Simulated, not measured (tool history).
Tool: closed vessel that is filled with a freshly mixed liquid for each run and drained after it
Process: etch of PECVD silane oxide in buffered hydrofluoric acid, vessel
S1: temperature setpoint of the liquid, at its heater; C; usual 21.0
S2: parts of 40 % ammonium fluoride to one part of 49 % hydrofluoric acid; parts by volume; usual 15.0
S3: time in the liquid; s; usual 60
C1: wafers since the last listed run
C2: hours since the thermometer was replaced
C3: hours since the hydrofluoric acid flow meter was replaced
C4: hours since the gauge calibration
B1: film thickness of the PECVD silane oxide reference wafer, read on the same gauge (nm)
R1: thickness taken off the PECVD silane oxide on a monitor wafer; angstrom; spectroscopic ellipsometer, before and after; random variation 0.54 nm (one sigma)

| run | hour | S1 | S2 | S3 | C1 | C2 | C3 | C4 | B1 | R1 |
|---|---|---|---|---|---|---|---|---|---|---|
| 1 | 0.0 | 21.0 | 10.5 | 60 | 0 | 2426.0 | 1538.1 | 84.1 | 59.99 | 1353.6 |
| 2 | 55.0 | 21.0 | 10.5 | 60 | 7754 | 2481.0 | 1593.1 | 139.1 | 60.01 | 1336.8 |
| 3 | 103.4 | 21.0 | 15.0 | 60 | 6824 | 2529.4 | 1641.5 | 187.5 | 59.99 | 967.1 |
| 4 | 148.5 | 21.0 | 15.0 | 60 | 6358 | 2574.5 | 1686.6 | 232.6 | 60.00 | 963.2 |
| 5 | 193.9 | 21.0 | 15.0 | 60 | 6401 | 2619.9 | 1732.0 | 278.0 | 60.00 | 973.5 |
| 6 | 231.6 | 21.0 | 19.5 | 60 | 5315 | 2657.6 | 1769.7 | 315.7 | 59.98 | 744.7 |
| 7 | 281.0 | 21.0 | 15.0 | 60 | 6965 | 2707.0 | 1819.1 | 365.1 | 59.99 | 982.4 |
| 8 | 305.6 | 21.0 | 15.0 | 60 | 3468 | 2731.6 | 1843.7 | 389.7 | 59.99 | 982.3 |
| 9 | 356.9 | 21.0 | 15.0 | 60 | 7233 | 2782.9 | 1895.0 | 441.0 | 60.00 | 971.2 |
| 10 | 420.5 | 21.0 | 15.0 | 60 | 8967 | 2846.5 | 1958.6 | 504.6 | 60.01 | 976.7 |
|  | 480.9 | hydrofluoric acid flow meter replaced |
| 11 | 482.7 | 21.0 | 15.0 | 60 | 8628 | 2908.7 | 1.8 | 566.8 | 60.00 | 901.6 |
| 12 | 543.8 | 21.0 | 12.0 | 60 | 8614 | 2969.8 | 62.9 | 627.9 | 60.01 | 1131.5 |
|  | 637.1 | gauge calibrated |
| 13 | 688.9 | 19.0 | 15.0 | 90 | 20458 | 3114.9 | 208.0 | 51.8 | 60.00 | 1218.5 |
|  | 721.2 | thermometer replaced |
| 14 | 731.7 | 19.0 | 15.0 | 60 | 5893 | 10.5 | 250.8 | 94.6 | 60.00 | 906.4 |
| 15 | 766.4 | 21.0 | 11.0 | 85 | 4892 | 45.2 | 285.5 | 129.3 | 60.00 | 1928.3 |
| 16 | 895.6 | 23.5 | 12.5 | 95 | 18216 | 174.4 | 414.7 | 258.5 | 60.00 | 2188.9 |
| 17 | 936.5 | 21.0 | 15.0 | 60 | 5766 | 215.3 | 455.6 | 299.4 | 60.00 | 1005.8 |
| 18 | 976.9 | 23.5 | 15.0 | 70 | 5696 | 255.7 | 496.0 | 339.8 | 60.01 | 1354.3 |
| 19 | 1030.3 | 23.5 | 11.5 | 90 | 7529 | 309.1 | 549.4 | 393.2 | 60.00 | 2248.9 |
| 20 | 1070.5 | 21.0 | 15.0 | 60 | 5667 | 349.3 | 589.6 | 433.4 | 59.99 | 1009.3 |
| 21 | 1127.6 | 18.0 | 18.0 | 40 | 8050 | 406.4 | 646.7 | 490.5 | 60.00 | 471.0 |
| 22 | 1162.4 | 17.5 | 15.0 | 60 | 4906 | 441.2 | 681.5 | 525.3 | 60.00 | 835.4 |
| 23 | 1206.6 | 21.0 | 15.0 | 60 | 6231 | 485.4 | 725.7 | 569.5 | 60.00 | 1021.0 |
| 24 | 1268.9 | 21.0 | 15.0 | 60 | 8783 | 547.7 | 788.0 | 631.8 | 60.00 | 1009.1 |

The tool's hidden state at each run:
gauge reads high (%): 0 in every run
H1: liquid colder than its thermometer reads (K)
H2: hydrofluoric acid flow above the setpoint (%)
| run | H1 | H2 |
|---|---|---|
| 1 | 1.54 | 9.21 |
| 2 | 1.57 | 9.51 |
| 3 | 1.6 | 9.77 |
| 4 | 1.63 | 10 |
| 5 | 1.66 | 10.3 |
| 6 | 1.68 | 10.5 |
| 7 | 1.71 | 10.7 |
| 8 | 1.72 | 10.9 |
| 9 | 1.76 | 11.2 |
| 10 | 1.79 | 11.5 |
| 11 | 1.83 | 3.52 |
| 12 | 1.87 | 3.86 |
| 13 | 1.96 | 4.65 |
| 14 | 0.189 | 4.89 |
| 15 | 0.211 | 5.08 |
| 16 | 0.29 | 5.79 |
| 17 | 0.315 | 6.01 |
| 18 | 0.339 | 6.23 |
| 19 | 0.372 | 6.53 |
| 20 | 0.396 | 6.75 |
| 21 | 0.431 | 7.06 |
| 22 | 0.453 | 7.25 |
| 23 | 0.48 | 7.49 |
| 24 | 0.518 | 7.84 |

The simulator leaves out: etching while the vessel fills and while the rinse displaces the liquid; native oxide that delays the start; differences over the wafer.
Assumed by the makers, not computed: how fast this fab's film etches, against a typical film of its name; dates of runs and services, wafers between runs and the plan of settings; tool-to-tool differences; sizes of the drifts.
